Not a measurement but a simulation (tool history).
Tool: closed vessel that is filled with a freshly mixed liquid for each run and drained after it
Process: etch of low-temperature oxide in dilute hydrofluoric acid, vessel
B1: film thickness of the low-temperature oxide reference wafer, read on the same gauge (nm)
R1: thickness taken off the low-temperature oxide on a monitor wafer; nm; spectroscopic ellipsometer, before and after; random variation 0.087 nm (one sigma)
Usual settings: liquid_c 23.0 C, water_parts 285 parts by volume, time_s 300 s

{"run": 1, "hour": 0.0, "liquid_c": 23.0, "water_parts": 240, "time_s": 300, "B1": 70.02, "R1": 17.79}
{"run": 2, "hour": 69.7, "liquid_c": 23.0, "water_parts": 240, "time_s": 300, "B1": 70.0, "R1": 17.91}
{"run": 3, "hour": 101.7, "liquid_c": 23.0, "water_parts": 240, "time_s": 300, "B1": 70.01, "R1": 17.71}
{"run": 4, "hour": 150.0, "liquid_c": 23.0, "water_parts": 370, "time_s": 300, "B1": 70.04, "R1": 10.29}
{"run": 5, "hour": 220.3, "liquid_c": 23.0, "water_parts": 370, "time_s": 300, "B1": 70.01, "R1": 10.31}
{"run": 6, "hour": 288.7, "liquid_c": 23.0, "water_parts": 370, "time_s": 300, "B1": 69.96, "R1": 10.44}
{"hour": 292.7, "done": "gauge calibrated"}
{"run": 7, "hour": 315.0, "liquid_c": 23.0, "water_parts": 285, "time_s": 300, "B1": 70.02, "R1": 14.53}
{"run": 8, "hour": 354.7, "liquid_c": 23.0, "water_parts": 285, "time_s": 300, "B1": 69.99, "R1": 14.55}
{"hour": 397.9, "done": "thermometer replaced"}
{"run": 9, "hour": 411.5, "liquid_c": 23.0, "water_parts": 285, "time_s": 300, "B1": 69.99, "R1": 14.0}
{"run": 10, "hour": 480.4, "liquid_c": 23.0, "water_parts": 285, "time_s": 400, "B1": 70.01, "R1": 18.84}
{"run": 11, "hour": 527.1, "liquid_c": 25.5, "water_parts": 355, "time_s": 300, "B1": 69.97, "R1": 11.45}
{"hour": 555.2, "done": "hydrofluoric acid flow meter replaced"}
{"run": 12, "hour": 563.1, "liquid_c": 24.5, "water_parts": 230, "time_s": 435, "B1": 69.99, "R1": 28.41}
{"run": 13, "hour": 614.1, "liquid_c": 25.5, "water_parts": 340, "time_s": 170, "B1": 70.02, "R1": 6.95}
{"run": 14, "hour": 677.0, "liquid_c": 23.0, "water_parts": 370, "time_s": 300, "B1": 69.97, "R1": 10.24}
{"run": 15, "hour": 724.8, "liquid_c": 26.5, "water_parts": 285, "time_s": 300, "B1": 70.01, "R1": 16.26}
{"run": 16, "hour": 770.5, "liquid_c": 23.0, "water_parts": 220, "time_s": 135, "B1": 70.02, "R1": 8.96}

Predict each of these 3 candidate next runs independently; none follows another, all start after run 16:
{"run": "A", "hour": 771.2, "liquid_c": 23.0, "water_parts": 285, "time_s": 355, "B1": "?", "R1": "?"}
{"run": "B", "hour": 771.2, "liquid_c": 21.5, "water_parts": 150, "time_s": 235, "B1": "?", "R1": "?"}
{"run": "C", "hour": 771.2, "liquid_c": 18.5, "water_parts": 285, "time_s": 430, "B1": "?", "R1": "?"}

run=A B1=70.02 R1=16.92
run=B B1=70.02 R1=23.13
run=C B1=70.02 R1=17.41
With no hidden state in the tool, these same runs would have given:
run=A R1=16.57
run=B R1=22.60
run=C R1=17.03
